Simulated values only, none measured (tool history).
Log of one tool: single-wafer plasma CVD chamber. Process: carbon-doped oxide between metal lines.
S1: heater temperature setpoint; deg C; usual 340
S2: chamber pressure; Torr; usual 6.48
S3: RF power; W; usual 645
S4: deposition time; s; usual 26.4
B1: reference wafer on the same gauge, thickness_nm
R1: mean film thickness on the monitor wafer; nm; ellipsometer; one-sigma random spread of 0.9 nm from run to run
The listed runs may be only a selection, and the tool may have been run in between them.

run	hour	S1	S2	S3	S4	B1	R1
1	0.0	340	6.48	615	26.4	147.989	157.954
2	35.3	340	6.48	615	26.4	148.062	159.031
3	63.5	340	6.48	615	26.4	147.947	157.803
4	92.8	332	6.48	645	26.4	148.110	169.401
5	129.2	332	6.48	645	26.4	147.934	166.729
6	180.7	340	6.48	645	26.4	147.676	163.447
7	228.8	340	6.48	645	26.4	147.878	163.469
8	299.2	340	6.48	645	26.4	147.903	165.316
# hour 329.9: gauge calibrated
# hour 335.6: capacitance manometer re-zeroed and calibrated
9	363.6	340	6.48	645	26.4	147.860	163.962
10	421.2	347	6.48	590	28.4	147.883	163.269

Run 11, settings as shown, results not yet in. Your forecast:
11	471.7	340	6.48	645	26.4	?	?

B1: 148.298
R1: 163.575 nm
Without the tool's hidden state the same run would have given R1 163.575 nm.
